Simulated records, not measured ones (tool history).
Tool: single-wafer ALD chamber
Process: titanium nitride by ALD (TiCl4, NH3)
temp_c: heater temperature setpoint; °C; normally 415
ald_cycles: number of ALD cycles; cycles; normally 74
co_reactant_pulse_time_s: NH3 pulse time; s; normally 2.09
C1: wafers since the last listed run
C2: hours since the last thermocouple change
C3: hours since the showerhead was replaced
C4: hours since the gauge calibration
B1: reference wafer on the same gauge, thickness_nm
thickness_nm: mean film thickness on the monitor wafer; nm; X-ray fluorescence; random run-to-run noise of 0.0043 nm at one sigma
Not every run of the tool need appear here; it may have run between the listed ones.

{"run": 1, "hour": 0.0, "temp_c": 415, "ald_cycles": 74, "co_reactant_pulse_time_s": 1.68, "C1": 0, "C2": 2696.2, "C3": 6900.9, "C4": 54.5, "B1": 1.48, "thickness_nm": 1.705}
{"run": 2, "hour": 8.4, "temp_c": 415, "ald_cycles": 80, "co_reactant_pulse_time_s": 2.09, "C1": 38, "C2": 2704.6, "C3": 6909.3, "C4": 62.9, "B1": 1.48, "thickness_nm": 1.849}
{"run": 3, "hour": 17.3, "temp_c": 415, "ald_cycles": 85, "co_reactant_pulse_time_s": 2.09, "C1": 40, "C2": 2713.5, "C3": 6918.2, "C4": 71.8, "B1": 1.48, "thickness_nm": 1.964}
{"run": 4, "hour": 31.4, "temp_c": 415, "ald_cycles": 85, "co_reactant_pulse_time_s": 2.09, "C1": 63, "C2": 2727.6, "C3": 6932.3, "C4": 85.9, "B1": 1.481, "thickness_nm": 1.971}
{"run": 5, "hour": 49.4, "temp_c": 415, "ald_cycles": 74, "co_reactant_pulse_time_s": 2.36, "C1": 81, "C2": 2745.6, "C3": 6950.3, "C4": 103.9, "B1": 1.479, "thickness_nm": 1.724}
{"run": 6, "hour": 62.2, "temp_c": 415, "ald_cycles": 74, "co_reactant_pulse_time_s": 2.36, "C1": 57, "C2": 2758.4, "C3": 6963.1, "C4": 116.7, "B1": 1.48, "thickness_nm": 1.724}
{"run": 7, "hour": 75.5, "temp_c": 415, "ald_cycles": 74, "co_reactant_pulse_time_s": 2.09, "C1": 60, "C2": 2771.7, "C3": 6976.4, "C4": 130.0, "B1": 1.48, "thickness_nm": 1.716}
{"run": 8, "hour": 91.4, "temp_c": 411, "ald_cycles": 74, "co_reactant_pulse_time_s": 2.09, "C1": 72, "C2": 2787.6, "C3": 6992.3, "C4": 145.9, "B1": 1.479, "thickness_nm": 1.706}
{"run": 9, "hour": 103.3, "temp_c": 415, "ald_cycles": 68, "co_reactant_pulse_time_s": 2.09, "C1": 53, "C2": 2799.5, "C3": 7004.2, "C4": 157.8, "B1": 1.481, "thickness_nm": 1.573}
{"run": 10, "hour": 113.5, "temp_c": 415, "ald_cycles": 74, "co_reactant_pulse_time_s": 2.09, "C1": 46, "C2": 2809.7, "C3": 7014.4, "C4": 168.0, "B1": 1.479, "thickness_nm": 1.72}
{"run": 11, "hour": 121.7, "temp_c": 415, "ald_cycles": 74, "co_reactant_pulse_time_s": 2.09, "C1": 37, "C2": 2817.9, "C3": 7022.6, "C4": 176.2, "B1": 1.479, "thickness_nm": 1.715}
{"run": 12, "hour": 134.4, "temp_c": 415, "ald_cycles": 74, "co_reactant_pulse_time_s": 2.09, "C1": 57, "C2": 2830.6, "C3": 7035.3, "C4": 188.9, "B1": 1.48, "thickness_nm": 1.72}
{"run": 13, "hour": 147.1, "temp_c": 415, "ald_cycles": 74, "co_reactant_pulse_time_s": 2.09, "C1": 57, "C2": 2843.3, "C3": 7048.0, "C4": 201.6, "B1": 1.481, "thickness_nm": 1.726}
{"hour": 150.0, "done": "gauge calibrated"}
{"run": 14, "hour": 161.3, "temp_c": 415, "ald_cycles": 84, "co_reactant_pulse_time_s": 2.09, "C1": 64, "C2": 2857.5, "C3": 7062.2, "C4": 11.3, "B1": 1.48, "thickness_nm": 1.947}
{"run": 15, "hour": 167.7, "temp_c": 415, "ald_cycles": 86, "co_reactant_pulse_time_s": 2.44, "C1": 28, "C2": 2863.9, "C3": 7068.6, "C4": 17.7, "B1": 1.48, "thickness_nm": 1.999}
{"run": 16, "hour": 177.6, "temp_c": 415, "ald_cycles": 74, "co_reactant_pulse_time_s": 2.09, "C1": 44, "C2": 2873.8, "C3": 7078.5, "C4": 27.6, "B1": 1.479, "thickness_nm": 1.718}
{"run": 17, "hour": 193.6, "temp_c": 415, "ald_cycles": 74, "co_reactant_pulse_time_s": 2.09, "C1": 72, "C2": 2889.8, "C3": 7094.5, "C4": 43.6, "B1": 1.479, "thickness_nm": 1.715}
{"run": 18, "hour": 210.1, "temp_c": 415, "ald_cycles": 74, "co_reactant_pulse_time_s": 2.42, "C1": 74, "C2": 2906.3, "C3": 7111.0, "C4": 60.1, "B1": 1.48, "thickness_nm": 1.72}
{"run": 19, "hour": 225.0, "temp_c": 415, "ald_cycles": 63, "co_reactant_pulse_time_s": 1.78, "C1": 67, "C2": 2921.2, "C3": 7125.9, "C4": 75.0, "B1": 1.48, "thickness_nm": 1.458}
{"run": 20, "hour": 231.1, "temp_c": 403, "ald_cycles": 74, "co_reactant_pulse_time_s": 2.09, "C1": 27, "C2": 2927.3, "C3": 7132.0, "C4": 81.1, "B1": 1.481, "thickness_nm": 1.712}
{"hour": 246.4, "done": "showerhead replaced"}
{"run": 21, "hour": 246.9, "temp_c": 415, "ald_cycles": 81, "co_reactant_pulse_time_s": 2.09, "C1": 35, "C2": 2943.1, "C3": 0.5, "C4": 96.9, "B1": 1.48, "thickness_nm": 1.885}
{"hour": 261.8, "done": "thermocouple changed; heater temperature recalibrated"}
{"run": 22, "hour": 283.6, "temp_c": 415, "ald_cycles": 59, "co_reactant_pulse_time_s": 2.09, "C1": 130, "C2": 21.8, "C3": 37.2, "C4": 133.6, "B1": 1.48, "thickness_nm": 1.368}
{"run": 23, "hour": 300.3, "temp_c": 401, "ald_cycles": 70, "co_reactant_pulse_time_s": 2.6, "C1": 75, "C2": 38.5, "C3": 53.9, "C4": 150.3, "B1": 1.48, "thickness_nm": 1.627}
{"run": 24, "hour": 310.5, "temp_c": 415, "ald_cycles": 74, "co_reactant_pulse_time_s": 2.09, "C1": 46, "C2": 48.7, "C3": 64.1, "C4": 160.5, "B1": 1.48, "thickness_nm": 1.712}
{"run": 25, "hour": 325.3, "temp_c": 415, "ald_cycles": 74, "co_reactant_pulse_time_s": 2.09, "C1": 67, "C2": 63.5, "C3": 78.9, "C4": 175.3, "B1": 1.48, "thickness_nm": 1.717}
{"run": 26, "hour": 337.0, "temp_c": 407, "ald_cycles": 74, "co_reactant_pulse_time_s": 2.09, "C1": 53, "C2": 75.2, "C3": 90.6, "C4": 187.0, "B1": 1.48, "thickness_nm": 1.718}
{"run": 27, "hour": 343.7, "temp_c": 415, "ald_cycles": 74, "co_reactant_pulse_time_s": 2.09, "C1": 30, "C2": 81.9, "C3": 97.3, "C4": 193.7, "B1": 1.48, "thickness_nm": 1.712}
{"run": 28, "hour": 356.1, "temp_c": 415, "ald_cycles": 74, "co_reactant_pulse_time_s": 2.09, "C1": 56, "C2": 94.3, "C3": 109.7, "C4": 206.1, "B1": 1.48, "thickness_nm": 1.716}
{"hour": 360.6, "done": "gauge calibrated"}
{"run": 29, "hour": 365.6, "temp_c": 421, "ald_cycles": 74, "co_reactant_pulse_time_s": 2.47, "C1": 43, "C2": 103.8, "C3": 119.2, "C4": 5.0, "B1": 1.479, "thickness_nm": 1.726}

For each run, what was the tool's unlogged condition?
wafer temperature above the value expected at the setpoint (K): 0, the same for each run
gauge reads high (%): 0, the same for each run
